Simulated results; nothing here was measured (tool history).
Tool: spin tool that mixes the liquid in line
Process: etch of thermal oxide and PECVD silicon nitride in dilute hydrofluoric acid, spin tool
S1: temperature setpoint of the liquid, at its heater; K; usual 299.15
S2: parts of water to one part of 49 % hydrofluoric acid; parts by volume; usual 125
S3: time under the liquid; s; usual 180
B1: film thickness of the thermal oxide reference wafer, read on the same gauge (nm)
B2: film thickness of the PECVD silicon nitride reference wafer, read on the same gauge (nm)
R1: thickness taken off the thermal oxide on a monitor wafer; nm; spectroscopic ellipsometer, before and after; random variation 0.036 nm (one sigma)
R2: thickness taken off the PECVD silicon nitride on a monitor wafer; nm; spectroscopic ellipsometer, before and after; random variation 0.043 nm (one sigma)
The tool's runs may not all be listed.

run,hour,S1,S2,S3,B1,B2,R1,R2
1,0.0,300.65,125,180,60.00,149.997,8.30,5.586
2,88.6,299.15,125,115,60.01,150.004,5.03,3.248
3,183.0,299.15,125,115,59.99,149.953,5.00,3.249
4,228.8,299.15,125,180,60.01,149.996,7.76,5.047
5,273.6,299.15,125,115,59.97,149.985,4.93,3.243
6,337.0,299.15,90,180,60.01,150.001,11.19,6.993
7,647.1,297.65,155,180,59.98,150.010,5.86,3.760
8,705.6,296.65,180,125,60.00,149.996,3.27,2.116
9,745.4,299.15,125,180,59.99,150.023,7.94,5.110
10,785.1,296.15,125,180,60.00,150.001,7.08,4.203
11,936.0,299.15,125,125,60.00,150.015,5.45,3.540
12,984.6,297.15,175,125,59.99,150.006,3.41,2.219
13,1032.1,299.15,125,180,60.00,149.997,7.85,5.079
14,1117.7,299.15,125,180,59.99,150.011,7.81,5.002
15,1185.2,301.65,125,180,59.99,150.028,8.59,5.778
16,1506.8,302.65,125,100,60.00,150.036,5.02,3.511
17,1580.2,296.65,125,265,60.02,150.009,10.59,6.376
18,1626.8,295.15,180,235,60.01,149.993,5.77,3.636
19,1747.3,299.15,125,180,59.99,150.055,7.88,5.076
20,1834.8,294.65,175,235,59.98,149.979,5.81,3.565
21,1949.6,299.15,110,180,60.00,149.980,9.04,5.696
22,2045.9,303.65,105,235,60.01,150.025,14.68,10.233
23,2148.0,301.65,150,75,59.99,150.022,2.93,2.062
24,2219.7,304.15,125,180,59.99,150.005,9.53,6.983
25,2291.7,299.15,125,140,60.01,149.993,6.13,3.894
26,2328.7,294.15,185,245,60.01,149.995,5.61,3.361

Not shown: 5 entries that the log had between the listed runs. Between which runs, and how does the tool's hidden state differ before and after?
Between runs 6 and 7: hydrofluoric acid flow meter replaced (hour 605.6)
  hydrofluoric acid flow below the setpoint (%): 1.98 -> 0.189
  measured less the result without the state, R1: -0.25 -> -0.02 nm; R2: -0.140 -> -0.007 nm
Between runs 11 and 12: gauge calibrated (hour 959.6)
  hydrofluoric acid flow below the setpoint (%): 1.17 -> 1.34
  measured less the result without the state, R1: -0.08 -> -0.05 nm; R2: -0.042 -> -0.030 nm
Between runs 15 and 16: hydrofluoric acid flow meter replaced (hour 1409.1); thermometer replaced (hour 1492.1)
  hydrofluoric acid flow below the setpoint (%): 2.03 -> 0.438
  measured less the result without the state, R1: -0.21 -> -0.03 nm; R2: -0.120 -> -0.015 nm
Between runs 22 and 23: hydrofluoric acid flow meter replaced (hour 2144.2)
  hydrofluoric acid flow below the setpoint (%): 2.28 -> 0.413
  measured less the result without the state, R1: -0.39 -> -0.02 nm; R2: -0.241 -> -0.008 nm

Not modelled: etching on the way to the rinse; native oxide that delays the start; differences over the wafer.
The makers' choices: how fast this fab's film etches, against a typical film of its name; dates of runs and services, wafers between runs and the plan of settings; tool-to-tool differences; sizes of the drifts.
